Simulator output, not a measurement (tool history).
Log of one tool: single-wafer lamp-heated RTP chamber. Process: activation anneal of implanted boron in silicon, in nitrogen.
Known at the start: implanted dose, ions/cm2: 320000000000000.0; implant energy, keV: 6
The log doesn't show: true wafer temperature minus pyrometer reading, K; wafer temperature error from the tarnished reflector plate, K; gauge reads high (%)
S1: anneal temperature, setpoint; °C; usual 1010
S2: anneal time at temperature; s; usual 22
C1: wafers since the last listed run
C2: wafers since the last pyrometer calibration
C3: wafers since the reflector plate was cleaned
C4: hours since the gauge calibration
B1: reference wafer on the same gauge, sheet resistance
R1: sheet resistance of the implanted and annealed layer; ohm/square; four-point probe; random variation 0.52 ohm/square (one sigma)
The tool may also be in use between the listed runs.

| run | hour | S1 | S2 | C1 | C2 | C3 | C4 | B1 | R1 |
|---|---|---|---|---|---|---|---|---|---|
| 1 | 0 | 1025 | 22 | 0 | 825 | 9600 | 974.3 | 401.59 | 341.25 |
| 2 | 103.4 | 1025 | 22 | 1209 | 2034 | 10809 | 1077.7 | 402.08 | 342.91 |
| 3 | 160.3 | 1010 | 22 | 665 | 2700 | 11475 | 1134.6 | 402.14 | 343.11 |
|  | 186.8 | reflector plate cleaned |
| 4 | 262.3 | 1016 | 32 | 1099 | 3800 | 883 | 1236.6 | 401.79 | 340.12 |
| 5 | 307.7 | 1016 | 32 | 531 | 4331 | 1414 | 1282 | 402.14 | 341.02 |
| 6 | 349.3 | 1010 | 22 | 486 | 4818 | 1901 | 1323.6 | 401.97 | 343.6 |
| 7 | 426.7 | 1010 | 22 | 905 | 5723 | 2806 | 1401 | 402.13 | 342.86 |
| 8 | 502.8 | 1010 | 22 | 890 | 6613 | 3696 | 1477.1 | 402.03 | 343.25 |
|  | 569 | pyrometer window cleaned and pyrometer calibrated |
| 9 | 606.7 | 1010 | 22 | 1121 | 440 | 4818 | 1581 | 401.88 | 342.8 |
| 10 | 659.6 | 1010 | 22 | 618 | 1059 | 5437 | 1633.9 | 401.76 | 342.26 |
| 11 | 750.9 | 1010 | 22 | 1068 | 2127 | 6505 | 1725.2 | 401.85 | 342.34 |
| 12 | 841.5 | 1010 | 28 | 1059 | 3187 | 7565 | 1815.8 | 402.1 | 341.04 |
| 13 | 925 | 1010 | 28 | 976 | 4164 | 8542 | 1899.3 | 402.15 | 340.72 |
| 14 | 1011.7 | 1010 | 28 | 1014 | 5178 | 9557 | 1986 | 401.82 | 340.89 |
| 15 | 1104.6 | 1010 | 22 | 1086 | 6265 | 10643 | 2078.9 | 401.67 | 341.53 |
|  | 1126.4 | pyrometer window cleaned and pyrometer calibrated, repeated, since the last time left the tool worse |
| 16 | 1159 | 1010 | 22 | 542 | 381 | 11186 | 2133.3 | 402.16 | 343.2 |
|  | 1196.9 | reflector plate cleaned |
| 17 | 1216.9 | 999 | 35 | 583 | 964 | 234 | 2191.2 | 401.97 | 343.48 |
|  | 1227.5 | gauge calibrated |
| 18 | 1310.7 | 1030 | 14 | 1097 | 2062 | 1331 | 83.2 | 401.99 | 344.05 |
| 19 | 1364.4 | 1010 | 27 | 628 | 2690 | 1960 | 136.9 | 402.2 | 342.67 |
| 20 | 1405 | 1010 | 22 | 474 | 3165 | 2435 | 177.5 | 402.01 | 343.87 |
| 21 | 1485 | 1010 | 11 | 935 | 4101 | 3371 | 257.5 | 402.08 | 346.22 |
| 22 | 1554.7 | 997 | 32 | 815 | 4916 | 4186 | 327.2 | 401.94 | 343.52 |
| 23 | 1608.8 | 1038 | 25 | 632 | 5549 | 4819 | 381.3 | 402.09 | 339.55 |
| 24 | 1671.2 | 1034 | 22 | 730 | 6279 | 5549 | 443.7 | 402.07 | 339.93 |
| 25 | 1718.8 | 984 | 34 | 556 | 6836 | 6106 | 491.3 | 401.93 | 346.32 |
|  | 1769.3 | pyrometer window cleaned and pyrometer calibrated |
| 26 | 1769.8 | 1039 | 35 | 503 | 6 | 6609 | 542.3 | 401.98 | 337.9 |
| 27 | 1864.8 | 1023 | 30 | 1111 | 1117 | 7720 | 637.3 | 401.97 | 341.4 |
| 28 | 1931.4 | 999 | 35 | 779 | 1896 | 8499 | 703.9 | 402.05 | 343.47 |
| 29 | 1980.5 | 1038 | 25 | 574 | 2471 | 9074 | 753 | 401.89 | 338.74 |
| 30 | 2018.3 | 1010 | 33 | 442 | 2913 | 9516 | 790.8 | 401.8 | 341.86 |
| 31 | 2104.1 | 1010 | 17 | 1003 | 3917 | 10520 | 876.6 | 402.29 | 345.16 |
|  | 2154 | reflector plate cleaned |
| 32 | 2195.8 | 984 | 34 | 979 | 4896 | 489 | 968.3 | 402.18 | 346.57 |
| 33 | 2295.8 | 1010 | 22 | 1169 | 6066 | 1659 | 1068.3 | 401.92 | 343.57 |
| 34 | 2335.4 | 993 | 11 | 463 | 6529 | 2122 | 1107.9 | 401.8 | 349.18 |
|  | 2379.8 | pyrometer window cleaned and pyrometer calibrated |
| 35 | 2380.3 | 981 | 13 | 431 | 5 | 2554 | 1152.8 | 401.7 | 354.32 |
| 36 | 2462.3 | 1040 | 22 | 959 | 965 | 3513 | 1234.8 | 401.87 | 340.36 |
| 37 | 2553.1 | 1010 | 12 | 1062 | 2027 | 4575 | 1325.6 | 401.75 | 346.29 |

3 ways to go on from here, each from the tool as it stands after run 37. What would each give?
| A | 2553.5 | 1010 | 22 | 4 | 2032 | 4580 | 1326 | ? | ? |
| B | 2553.5 | 1010 | 29 | 4 | 2032 | 4580 | 1326 | ? | ? |
| C | 2553.5 | 999 | 32 | 4 | 2032 | 4580 | 1326 | ? | ? |

| run | B1 | R1 |
|---|---|---|
| A | 401.94 | 344.06 |
| B | 401.94 | 342.61 |
| C | 401.94 | 344.13 |
Without the tool's hidden state the same runs would have given:
| run | R1 |
|---|---|
| A | 344.23 |
| B | 342.8 |
| C | 344.36 |
